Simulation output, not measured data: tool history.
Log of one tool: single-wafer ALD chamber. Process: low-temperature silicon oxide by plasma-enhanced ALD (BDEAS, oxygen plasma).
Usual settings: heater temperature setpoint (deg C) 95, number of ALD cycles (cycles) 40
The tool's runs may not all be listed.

run	day	heater temperature setpoint (deg C)	number of ALD cycles (cycles)	wafers since the last listed run	hours since the last thermocouple change	hours since the gauge calibration	read-back reference wafer on the same gauge, thickness_nm	mean film thickness on the monitor wafer (nm)
1	0.000	95	40	0	980.1	45.4	5.844	6.292
2	1.454	95	40	252	1015.0	80.3	5.835	6.263
3	2.538	95	46	187	1041.0	106.3	5.840	7.260
4	4.021	95	46	257	1076.6	141.9	5.839	7.239
5	4.933	95	40	158	1098.5	163.8	5.837	6.274
6	6.058	95	44	195	1125.5	190.8	5.845	6.884
7	7.892	95	44	317	1169.5	234.8	5.841	6.931
# day 9.058: thermocouple changed; heater temperature recalibrated
8	9.071	95	44	146	0.3	263.1	5.837	7.006
9	10.517	95	40	250	35.0	297.8	5.844	6.410
10	11.592	88	40	186	60.8	323.6	5.836	6.554
11	12.142	88	44	95	74.0	336.8	5.839	7.192
12	13.162	90	40	177	98.5	361.3	5.835	6.500
# day 14.488: gauge calibrated
13	15.096	101	44	335	144.9	14.6	5.837	6.867
14	16.362	82	38	219	175.3	45.0	5.841	6.397
15	17.404	95	44	180	200.3	70.0	5.842	7.021
16	18.871	80	46	254	235.5	105.2	5.843	7.814
17	19.846	95	40	169	258.9	128.6	5.848	6.350
18	20.458	95	43	106	273.6	143.3	5.838	6.885
19	21.038	110	44	100	287.5	157.2	5.839	6.742
20	21.550	95	34	88	299.8	169.5	5.842	5.407
21	22.292	105	43	128	317.6	187.3	5.843	6.646

Forecast each of these 3 alternatives for the next run:
A	22.312	95	40	3	318.1	187.8	?	?
B	22.312	86	47	3	318.1	187.8	?	?
C	22.312	104	37	3	318.1	187.8	?	?

run	read-back reference wafer on the same gauge, thickness_nm	mean film thickness on the monitor wafer (nm)
A	5.848	6.408
B	5.848	7.804
C	5.848	5.779
Without the tool's hidden state the same runs would have given:
run	mean film thickness on the monitor wafer (nm)
A	6.436
B	7.838
C	5.792
